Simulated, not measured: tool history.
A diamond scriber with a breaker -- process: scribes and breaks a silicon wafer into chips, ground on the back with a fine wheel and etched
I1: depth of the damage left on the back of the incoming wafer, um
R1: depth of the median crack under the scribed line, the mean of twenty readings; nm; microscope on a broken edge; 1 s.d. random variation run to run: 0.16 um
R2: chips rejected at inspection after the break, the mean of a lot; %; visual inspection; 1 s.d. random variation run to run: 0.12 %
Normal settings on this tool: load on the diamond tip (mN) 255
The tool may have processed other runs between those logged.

{"run": 1, "hour": 0.0, "load on the diamond tip (mN)": 255, "I1": 0.3, "R1": 10680, "R2": 1.45}
{"run": 2, "hour": 14.0, "load on the diamond tip (mN)": 255, "I1": 0.31, "R1": 10740, "R2": 1.85}
{"run": 3, "hour": 29.7, "load on the diamond tip (mN)": 255, "I1": 0.39, "R1": 10640, "R2": 2.01}
{"run": 4, "hour": 43.0, "load on the diamond tip (mN)": 255, "I1": 0.77, "R1": 10690, "R2": 1.99}
{"run": 5, "hour": 60.1, "load on the diamond tip (mN)": 255, "I1": 0.37, "R1": 10720, "R2": 2.13}
{"run": 6, "hour": 92.6, "load on the diamond tip (mN)": 215, "I1": 0.62, "R1": 9810, "R2": 6.11}
{"run": 7, "hour": 119.2, "load on the diamond tip (mN)": 215, "I1": 0.74, "R1": 9590, "R2": 5.53}
{"run": 8, "hour": 146.8, "load on the diamond tip (mN)": 289, "I1": 0.39, "R1": 10830, "R2": 1.55}
{"run": 9, "hour": 169.6, "load on the diamond tip (mN)": 289, "I1": 0.37, "R1": 11110, "R2": 1.37}
{"run": 10, "hour": 201.7, "load on the diamond tip (mN)": 289, "I1": 0.39, "R1": 10830, "R2": 1.72}
{"run": 11, "hour": 224.2, "load on the diamond tip (mN)": 255, "I1": 0.73, "R1": 10230, "R2": 2.61}
{"run": 12, "hour": 253.9, "load on the diamond tip (mN)": 255, "I1": 0.47, "R1": 10410, "R2": 2.97}
{"run": 13, "hour": 287.5, "load on the diamond tip (mN)": 255, "I1": 0.59, "R1": 10580, "R2": 2.94}
{"run": 14, "hour": 302.7, "load on the diamond tip (mN)": 294, "I1": 0.48, "R1": 11190, "R2": 1.5}
{"run": 15, "hour": 321.4, "load on the diamond tip (mN)": 205, "I1": 0.52, "R1": 9300, "R2": 9.86}
{"hour": 336.1, "done": "diamond tip replaced by a new one"}
{"run": 16, "hour": 354.6, "load on the diamond tip (mN)": 280, "I1": 0.49, "R1": 11480, "R2": 1.71}
{"run": 17, "hour": 378.3, "load on the diamond tip (mN)": 225, "I1": 0.55, "R1": 10050, "R2": 3.37}
{"run": 18, "hour": 404.3, "load on the diamond tip (mN)": 255, "I1": 0.5, "R1": 10850, "R2": 2}
{"run": 19, "hour": 435.2, "load on the diamond tip (mN)": 190, "I1": 0.4, "R1": 9280, "R2": 9.59}
{"run": 20, "hour": 461.6, "load on the diamond tip (mN)": 214, "I1": 0.42, "R1": 9720, "R2": 5.9}
{"hour": 469.6, "done": "load on the tip recalibrated"}
{"run": 21, "hour": 488.4, "load on the diamond tip (mN)": 331, "I1": 0.3, "R1": 11740, "R2": 2.44}
{"run": 22, "hour": 523.0, "load on the diamond tip (mN)": 276, "I1": 0.61, "R1": 10720, "R2": 1.84}
{"run": 23, "hour": 544.5, "load on the diamond tip (mN)": 255, "I1": 0.74, "R1": 10210, "R2": 3}
{"run": 24, "hour": 561.8, "load on the diamond tip (mN)": 197, "I1": 0.34, "R1": 9120, "R2": 8.9}
{"run": 25, "hour": 582.5, "load on the diamond tip (mN)": 255, "I1": 0.65, "R1": 10280, "R2": 2.93}
{"run": 26, "hour": 608.7, "load on the diamond tip (mN)": 321, "I1": 0.7, "R1": 11820, "R2": 1.93}

Consider 5 possible next runs. They are alternatives, not a sequence: every one starts from the tool as it was left by run 26. What does each give?
{"run": "A", "hour": 609.2, "load on the diamond tip (mN)": 290, "I1": 0.57, "R1": "?", "R2": "?"}
{"run": "B", "hour": 609.2, "load on the diamond tip (mN)": 201, "I1": 0.57, "R1": "?", "R2": "?"}
{"run": "C", "hour": 609.2, "load on the diamond tip (mN)": 317, "I1": 0.57, "R1": "?", "R2": "?"}
{"run": "D", "hour": 609.2, "load on the diamond tip (mN)": 208, "I1": 0.57, "R1": "?", "R2": "?"}
{"run": "E", "hour": 609.2, "load on the diamond tip (mN)": 275, "I1": 0.57, "R1": "?", "R2": "?"}

run=A R1=10970 R2=1.51
run=B R1=9270 R2=8.9
run=C R1=11470 R2=1.63
run=D R1=9410 R2=7.79
run=E R1=10700 R2=1.84
With the hidden condition removed and each run's random variation left untouched, the same runs would have given:
run=A R1=11860 R2=2.31
run=B R1=10010 R2=4.05
run=C R1=12390 R2=3.93
run=D R1=10160 R2=3.38
run=E R1=11560 R2=1.74
